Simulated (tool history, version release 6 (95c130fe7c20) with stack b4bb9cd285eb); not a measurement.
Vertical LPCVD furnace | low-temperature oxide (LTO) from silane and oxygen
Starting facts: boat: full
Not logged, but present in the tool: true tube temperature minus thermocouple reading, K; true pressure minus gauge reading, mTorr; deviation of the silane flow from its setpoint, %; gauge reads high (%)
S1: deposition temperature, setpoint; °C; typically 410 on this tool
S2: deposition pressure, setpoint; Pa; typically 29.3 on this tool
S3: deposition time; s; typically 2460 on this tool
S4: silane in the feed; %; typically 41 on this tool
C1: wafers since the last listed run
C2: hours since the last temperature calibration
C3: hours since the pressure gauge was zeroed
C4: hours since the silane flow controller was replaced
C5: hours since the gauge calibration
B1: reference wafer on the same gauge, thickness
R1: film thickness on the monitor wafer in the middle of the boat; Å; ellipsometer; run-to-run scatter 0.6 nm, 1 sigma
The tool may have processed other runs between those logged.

Run 1, hour 0.0: usual settings but S1 416 °C, S4 48 %; C1 0; C2 3977.3; C3 3417.2; C4 3519.4; C5 290.5; B1 361.02. Result: R1 4802.4 Å.
Run 2, hour 30.3: usual settings but S1 416 °C, S3 2880 s; C1 266; C2 4007.6; C3 3447.5; C4 3549.7; C5 320.8; B1 360.80. Result: R1 4736.4 Å.
Run 3, hour 66.3: usual settings but S1 416 °C, S3 2880 s; C1 316; C2 4043.6; C3 3483.5; C4 3585.7; C5 356.8; B1 360.76. Result: R1 4754.3 Å.
Run 4, hour 100.6: usual settings; C1 301; C2 4077.9; C3 3517.8; C4 3620.0; C5 391.1; B1 360.93. Result: R1 3793.0 Å.
Run 5, hour 134.0: usual settings but S2 32.0 Pa, S3 2880 s; C1 293; C2 4111.3; C3 3551.2; C4 3653.4; C5 424.5; B1 361.08. Result: R1 4856.2 Å.
Run 6, hour 154.9: usual settings but S3 1770 s; C1 183; C2 4132.2; C3 3572.1; C4 3674.3; C5 445.4; B1 361.12. Result: R1 2733.9 Å.
Run 7, hour 199.3: usual settings but S3 1770 s; C1 389; C2 4176.6; C3 3616.5; C4 3718.7; C5 489.8; B1 361.04. Result: R1 2733.4 Å.
Run 8, hour 228.0: usual settings but S3 1770 s; C1 251; C2 4205.3; C3 3645.2; C4 3747.4; C5 518.5; B1 360.99. Result: R1 2730.4 Å.
Run 9, hour 258.8: usual settings but S2 24.0 Pa; C1 270; C2 4236.1; C3 3676.0; C4 3778.2; C5 549.3; B1 361.06. Result: R1 3104.9 Å.
Run 10, hour 293.2: usual settings but S2 24.0 Pa; C1 302; C2 4270.5; C3 3710.4; C4 3812.6; C5 583.7; B1 360.83. Result: R1 3115.7 Å.
Run 11, hour 309.9: usual settings; C1 146; C2 4287.2; C3 3727.1; C4 3829.3; C5 600.4; B1 361.00. Result: R1 3799.2 Å.
At hour 340.4: pressure gauge zeroed.
Run 12, hour 340.9: usual settings; C1 61; C2 4318.2; C3 0.5; C4 3860.3; C5 631.4; B1 361.35. Result: R1 3806.9 Å.
Run 13, hour 345.3: usual settings but S2 32.7 Pa, S4 33 %; C1 38; C2 4322.6; C3 4.9; C4 3864.7; C5 635.8; B1 361.02. Result: R1 3171.3 Å.
Run 14, hour 362.8: usual settings but S1 405 °C; C1 153; C2 4340.1; C3 22.4; C4 3882.2; C5 653.3; B1 360.81. Result: R1 3594.1 Å.
At hour 396.2: thermocouples replaced and temperature profile calibrated.
Run 15, hour 396.7: usual settings but S4 49 %; C1 86; C2 0.5; C3 56.3; C4 3916.1; C5 687.2; B1 360.94. Result: R1 4631.0 Å.
Run 16, hour 401.0: usual settings but S2 24.0 Pa; C1 37; C2 4.8; C3 60.6; C4 3920.4; C5 691.5; B1 360.81. Result: R1 3104.4 Å.
Run 17, hour 413.9: usual settings but S2 33.3 Pa, S4 45 %; C1 113; C2 17.7; C3 73.5; C4 3933.3; C5 704.4; B1 361.18. Result: R1 4809.1 Å.
At hour 451.9: silane flow controller replaced.
Run 18, hour 452.4: usual settings but S3 2100 s; C1 127; C2 56.2; C3 112.0; C4 0.5; C5 742.9; B1 361.15. Result: R1 3417.3 Å.
At hour 452.9: gauge calibrated.
Run 19, hour 480.8: usual settings but S3 2880 s; C1 249; C2 84.6; C3 140.4; C4 28.9; C5 27.9; B1 361.06. Result: R1 4683.7 Å.
Run 20, hour 516.2: usual settings but S3 1470 s; C1 310; C2 120.0; C3 175.8; C4 64.3; C5 63.3; B1 360.81. Result: R1 2384.2 Å.
Run 21, hour 541.5: usual settings but S2 32.0 Pa, S3 2880 s; C1 222; C2 145.3; C3 201.1; C4 89.6; C5 88.6; B1 360.77. Result: R1 5109.4 Å.
Run 22, hour 572.7: usual settings; C1 273; C2 176.5; C3 232.3; C4 120.8; C5 119.8; B1 361.12. Result: R1 3989.5 Å.
Run 23, hour 592.8: usual settings but S2 22.7 Pa, S3 3240 s, S4 45 %; C1 176; C2 196.6; C3 252.4; C4 140.9; C5 139.9; B1 361.06. Result: R1 4476.0 Å.
Run 24, hour 615.4: usual settings but S1 419 °C; C1 198; C2 219.2; C3 275.0; C4 163.5; C5 162.5; B1 361.11. Result: R1 4384.9 Å.

For each entry between runs, how does the tool's hidden state at the last listed run before it compare with that at the first listed run after it?
Between runs 11 and 12: pressure gauge zeroed (hour 340.4)
  the hidden state is the same at both runs
  difference, measured minus the result without the unlogged condition, R1: -195.7 -> -196.3 Å
Between runs 14 and 15: thermocouples replaced and temperature profile calibrated (hour 396.2)
  deviation of the silane flow from its setpoint, %: -7.03 -> -7.04
  difference, measured minus the result without the unlogged condition, R1: -188.2 -> -154.2 Å
Between runs 17 and 18: silane flow controller replaced (hour 451.9)
  deviation of the silane flow from its setpoint, %: -7.04 -> 0.32
  difference, measured minus the result without the unlogged condition, R1: -204.0 -> +7.2 Å
Between runs 18 and 19: gauge calibrated (hour 452.9)
  deviation of the silane flow from its setpoint, %: 0.32 -> 0.169
  difference, measured minus the result without the unlogged condition, R1: +7.2 -> +5.3 Å

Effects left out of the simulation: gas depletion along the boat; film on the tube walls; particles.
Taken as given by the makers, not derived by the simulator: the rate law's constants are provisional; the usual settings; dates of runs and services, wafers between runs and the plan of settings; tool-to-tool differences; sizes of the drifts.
